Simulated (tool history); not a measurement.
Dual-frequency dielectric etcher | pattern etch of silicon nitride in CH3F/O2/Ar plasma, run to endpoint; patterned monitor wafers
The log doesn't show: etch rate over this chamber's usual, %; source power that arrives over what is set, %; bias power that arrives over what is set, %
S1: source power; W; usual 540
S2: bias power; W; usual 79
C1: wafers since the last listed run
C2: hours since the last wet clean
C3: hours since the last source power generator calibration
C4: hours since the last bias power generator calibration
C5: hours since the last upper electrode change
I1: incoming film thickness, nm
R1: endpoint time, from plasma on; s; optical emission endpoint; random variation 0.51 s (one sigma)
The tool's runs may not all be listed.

{"run": 1, "day": 0.0, "S1": 540, "S2": 74, "C1": 0, "C2": 400.3, "C3": 4454.1, "C4": 4215.8, "C5": 3276.6, "I1": 49.47, "R1": 61.7}
{"run": 2, "day": 0.667, "S1": 470, "S2": 83, "C1": 202, "C2": 416.3, "C3": 4470.1, "C4": 4231.8, "C5": 3292.6, "I1": 49.9, "R1": 62.7}
{"run": 3, "day": 0.983, "S1": 540, "S2": 85, "C1": 96, "C2": 423.9, "C3": 4477.7, "C4": 4239.4, "C5": 3300.2, "I1": 49.91, "R1": 59.6}
{"run": 4, "day": 1.329, "S1": 540, "S2": 85, "C1": 104, "C2": 432.2, "C3": 4486, "C4": 4247.7, "C5": 3308.5, "I1": 49.43, "R1": 59.1}
{"run": 5, "day": 1.742, "S1": 540, "S2": 79, "C1": 125, "C2": 442.1, "C3": 4495.9, "C4": 4257.6, "C5": 3318.4, "I1": 49.61, "R1": 59.8}
{"run": 6, "day": 2.471, "S1": 540, "S2": 79, "C1": 221, "C2": 459.6, "C3": 4513.4, "C4": 4275.1, "C5": 3335.9, "I1": 49.58, "R1": 60.5}
{"run": 7, "day": 2.767, "S1": 540, "S2": 79, "C1": 89, "C2": 466.7, "C3": 4520.5, "C4": 4282.2, "C5": 3343, "I1": 49.88, "R1": 61.6}
{"run": 8, "day": 3.467, "S1": 540, "S2": 79, "C1": 212, "C2": 483.5, "C3": 4537.3, "C4": 4299, "C5": 3359.8, "I1": 50.13, "R1": 61.3}
{"run": 9, "day": 4.021, "S1": 540, "S2": 79, "C1": 168, "C2": 496.8, "C3": 4550.6, "C4": 4312.3, "C5": 3373.1, "I1": 50.06, "R1": 60.9}
{"run": 10, "day": 4.325, "S1": 540, "S2": 79, "C1": 92, "C2": 504.1, "C3": 4557.9, "C4": 4319.6, "C5": 3380.4, "I1": 49.32, "R1": 60.2}
{"run": 11, "day": 4.792, "S1": 540, "S2": 79, "C1": 141, "C2": 515.3, "C3": 4569.1, "C4": 4330.8, "C5": 3391.6, "I1": 49.95, "R1": 61.4}
{"run": 12, "day": 5.05, "S1": 540, "S2": 79, "C1": 78, "C2": 521.5, "C3": 4575.3, "C4": 4337, "C5": 3397.8, "I1": 49.28, "R1": 60.5}
{"day": 5.408, "done": "source power generator calibrated"}
{"day": 6.217, "done": "upper electrode replaced"}
{"run": 13, "day": 6.238, "S1": 430, "S2": 99, "C1": 64, "C2": 550, "C3": 19.9, "C4": 4365.5, "C5": 0.5, "I1": 49.72, "R1": 59.9}
{"run": 14, "day": 6.25, "S1": 630, "S2": 70, "C1": 3, "C2": 550.3, "C3": 20.2, "C4": 4365.8, "C5": 0.8, "I1": 49.6, "R1": 58.9}
{"run": 15, "day": 6.529, "S1": 620, "S2": 99, "C1": 84, "C2": 557, "C3": 26.9, "C4": 4372.5, "C5": 7.5, "I1": 50.13, "R1": 54.2}
{"run": 16, "day": 6.946, "S1": 500, "S2": 65, "C1": 126, "C2": 567, "C3": 36.9, "C4": 4382.5, "C5": 17.5, "I1": 49.54, "R1": 65.7}
{"run": 17, "day": 7.638, "S1": 540, "S2": 79, "C1": 209, "C2": 583.6, "C3": 53.5, "C4": 4399.1, "C5": 34.1, "I1": 50.07, "R1": 60.6}
{"run": 18, "day": 8.083, "S1": 540, "S2": 93, "C1": 135, "C2": 594.3, "C3": 64.2, "C4": 4409.8, "C5": 44.8, "I1": 50.28, "R1": 57.6}
{"day": 8.692, "done": "bias power generator calibrated"}
{"day": 9.429, "done": "wet clean of the chamber"}
{"run": 19, "day": 9.45, "S1": 540, "S2": 67, "C1": 140, "C2": 0.5, "C3": 97, "C4": 18.2, "C5": 77.6, "I1": 49.85, "R1": 64.2}
{"run": 20, "day": 9.725, "S1": 410, "S2": 62, "C1": 83, "C2": 7.1, "C3": 103.6, "C4": 24.8, "C5": 84.2, "I1": 49.83, "R1": 71.5}
{"run": 21, "day": 10.358, "S1": 540, "S2": 79, "C1": 192, "C2": 22.3, "C3": 118.8, "C4": 40, "C5": 99.4, "I1": 49.77, "R1": 60.4}
{"run": 22, "day": 11.0, "S1": 460, "S2": 79, "C1": 194, "C2": 37.7, "C3": 134.2, "C4": 55.4, "C5": 114.8, "I1": 50.02, "R1": 63.1}
{"run": 23, "day": 11.575, "S1": 490, "S2": 88, "C1": 174, "C2": 51.5, "C3": 148, "C4": 69.2, "C5": 128.6, "I1": 49.98, "R1": 60.3}
{"run": 24, "day": 11.925, "S1": 540, "S2": 79, "C1": 106, "C2": 59.9, "C3": 156.4, "C4": 77.6, "C5": 137, "I1": 49.79, "R1": 60.8}
{"run": 25, "day": 12.292, "S1": 540, "S2": 84, "C1": 111, "C2": 68.7, "C3": 165.2, "C4": 86.4, "C5": 145.8, "I1": 50.08, "R1": 59.1}

4 ways to go on from here, each from the tool as it stands after run 25. What would each give?
{"run": "A", "day": 12.308, "S1": 540, "S2": 79, "C1": 5, "C2": 69.1, "C3": 165.6, "C4": 86.8, "C5": 146.2, "I1": 50.29, "R1": "?"}
{"run": "B", "day": 12.308, "S1": 660, "S2": 73, "C1": 5, "C2": 69.1, "C3": 165.6, "C4": 86.8, "C5": 146.2, "I1": 50.29, "R1": "?"}
{"run": "C", "day": 12.308, "S1": 400, "S2": 86, "C1": 5, "C2": 69.1, "C3": 165.6, "C4": 86.8, "C5": 146.2, "I1": 50.29, "R1": "?"}
{"run": "D", "day": 12.308, "S1": 540, "S2": 69, "C1": 5, "C2": 69.1, "C3": 165.6, "C4": 86.8, "C5": 146.2, "I1": 50.29, "R1": "?"}

run=A R1=61.6
run=B R1=59.1
run=C R1=65.8
run=D R1=64.3
Without the tool's hidden state the same runs would have given:
run=A R1=61.6
run=B R1=59.1
run=C R1=65.8
run=D R1=64.3

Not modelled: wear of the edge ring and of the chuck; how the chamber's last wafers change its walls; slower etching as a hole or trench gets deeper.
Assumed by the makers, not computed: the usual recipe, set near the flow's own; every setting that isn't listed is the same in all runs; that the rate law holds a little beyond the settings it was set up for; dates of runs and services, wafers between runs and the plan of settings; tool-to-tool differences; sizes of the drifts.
